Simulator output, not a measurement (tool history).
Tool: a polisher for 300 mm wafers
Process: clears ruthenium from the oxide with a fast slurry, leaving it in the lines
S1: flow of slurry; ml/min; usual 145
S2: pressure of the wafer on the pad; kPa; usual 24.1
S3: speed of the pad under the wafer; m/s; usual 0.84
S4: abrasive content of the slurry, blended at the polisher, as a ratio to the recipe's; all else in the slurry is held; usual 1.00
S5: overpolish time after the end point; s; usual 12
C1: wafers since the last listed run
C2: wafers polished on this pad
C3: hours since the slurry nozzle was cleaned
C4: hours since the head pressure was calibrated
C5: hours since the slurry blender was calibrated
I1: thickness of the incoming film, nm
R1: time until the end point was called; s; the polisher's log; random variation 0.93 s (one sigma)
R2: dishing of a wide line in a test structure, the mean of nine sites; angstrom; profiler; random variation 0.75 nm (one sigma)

run   hour   S1    S2    S3    S4  S5   C1    C2     C3     C4     C5     I1    R1   R2
  1    0.0  145  24.1  0.72  1.00  12    0  1044  120.0  743.9  276.5  280.4  82.6  286
      24.7  -- worn pad replaced by a new one
  2   30.3  145  24.1  0.72  1.00  12  204    43  150.3  774.2  306.8  279.6  80.0  302
  3   48.8  145  24.1  0.72  1.00  12  144   188  168.8  792.7  325.3  276.6  77.4  294
  4   79.4  145  24.1  0.84  1.00  12  238   426  199.4  823.3  355.9  283.9  75.4  296
  5  109.4  145  24.1  0.84  1.00  12  233   660  229.4  853.3  385.9  278.4  77.8  278
  6  131.0  145  24.1  0.84  1.00  12  168   828  251.0  874.9  407.5  281.6  86.3  280
     137.3  -- slurry nozzle cleaned
     140.9  -- head pressure recalibrated
  7  166.7  145  24.1  0.84  1.00  12  254  1083   29.4   25.8  443.2  281.5  72.1  313
  8  184.0  160  19.3  1.04  1.25  12  134  1217   46.7   43.1  460.5  282.3  64.3  331
     204.7  -- slurry blender recalibrated
  9  205.2  185  19.3  0.84  1.00   6  149  1367   67.9   64.3    0.5  280.2  87.4  171
     219.4  -- worn pad replaced by a new one
 10  232.8   95  24.1  0.84  1.10  12  183   104   95.5   91.9   28.1  282.9  74.9  312
 11  251.1  145  24.1  0.84  1.00  12  142   247  113.8  110.2   46.4  280.0  71.1  310
 12  274.7  145  24.1  0.84  1.10  12  183   430  137.4  133.8   70.0  277.3  68.4  318
 13  305.3   95  24.1  0.84  1.10  12  238   669  168.0  164.4  100.6  280.6  82.3  290
 14  324.4  190  31.7  0.84  1.25   8  148   818  187.1  183.5  119.7  277.1  51.9  280

Forecast each of these 5 alternatives for the next run:
  A  324.8  145  26.9  0.84  1.00  12   3  821  187.5  183.9  120.1  281.9   ?   ?
  B  324.8  195  24.1  0.84  0.85  12   3  821  187.5  183.9  120.1  281.9   ?   ?
  C  324.8  105  24.1  0.84  1.00  12   3  821  187.5  183.9  120.1  281.9   ?   ?
  D  324.8  180  26.9  0.84  1.00   7   3  821  187.5  183.9  120.1  281.9   ?   ?
  E  324.8  145  24.1  0.84  0.90  12   3  821  187.5  183.9  120.1  281.9   ?   ?

run    R1   R2
  A  73.0  310
  B  80.0  293
  C  86.9  277
  D  69.2  222
  E  82.9  286
Without the tool's hidden state the same runs would have given:
run    R1   R2
  A  63.4  337
  B  71.0  316
  C  73.1  310
  D  61.1  244
  E  72.0  313
